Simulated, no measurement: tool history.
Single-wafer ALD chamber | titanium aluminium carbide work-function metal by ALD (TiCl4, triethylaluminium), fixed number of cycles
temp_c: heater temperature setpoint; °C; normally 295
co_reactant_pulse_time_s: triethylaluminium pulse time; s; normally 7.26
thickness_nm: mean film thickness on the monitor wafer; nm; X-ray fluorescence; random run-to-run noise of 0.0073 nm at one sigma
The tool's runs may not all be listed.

run     day  temp_c  co_reactant_pulse_time_s  read-back reference wafer on the same gauge, thickness_nm  thickness_nm
  1   0.000     288                      7.26                                                      2.201         1.834
  2   0.550     301                      7.26                                                      2.200         1.949
  3   1.200     295                      7.97                                                      2.202         1.946
  4   1.571     295                      7.97                                                      2.200         1.949
  5   2.292     295                      5.61                                                      2.201         1.679
  6   2.662     295                      5.61                                                      2.200         1.672
  7   3.188     295                      5.61                                                      2.201         1.677
  8   3.633     295                      8.29                                                      2.200         1.978
  9   3.929     295                      8.29                                                      2.198         1.978
 10   4.229     295                      8.29                                                      2.199         1.972
 11   4.608     283                      7.26                                                      2.197         1.786
      5.554  -- thermocouple changed; heater temperature recalibrated
 12   5.575     287                      5.80                                                      2.201         1.629
 13   5.771     287                      7.26                                                      2.203         1.811
      6.529  -- gauge calibrated
      6.554  -- triethylaluminium bottle replaced
 14   6.575     287                      6.52                                                      2.201         1.827
 15   6.908     286                      6.33                                                      2.197         1.801
      8.325  -- showerhead replaced, of another model than before
 16   8.346     295                      7.26                                                      2.199         1.955
 17   8.750     295                      7.26                                                      2.201         1.955
 18  10.262     295                      7.26                                                      2.203         1.955
 19  10.796     295                      7.26                                                      2.201         1.953
 20  11.304     309                      5.37                                                      2.198         1.590

Below are 4 alternative next runs, each starting from the tool's condition after run 20. Predict each:
  A  11.321     295                      7.26                                                          ?             ?
  B  11.321     310                      5.35                                                          ?             ?
  C  11.321     285                      9.18                                                          ?             ?
  D  11.321     295                      5.85                                                          ?             ?

run  read-back reference wafer on the same gauge, thickness_nm  thickness_nm
  A                                                      2.201         1.933
  B                                                      2.201         1.583
  C                                                      2.201         1.987
  D                                                      2.201         1.651
Stripped of hidden state, with their random variation kept, the same runs would have yielded:
run  thickness_nm
  A         1.978
  B         1.661
  C         2.007
  D         1.719

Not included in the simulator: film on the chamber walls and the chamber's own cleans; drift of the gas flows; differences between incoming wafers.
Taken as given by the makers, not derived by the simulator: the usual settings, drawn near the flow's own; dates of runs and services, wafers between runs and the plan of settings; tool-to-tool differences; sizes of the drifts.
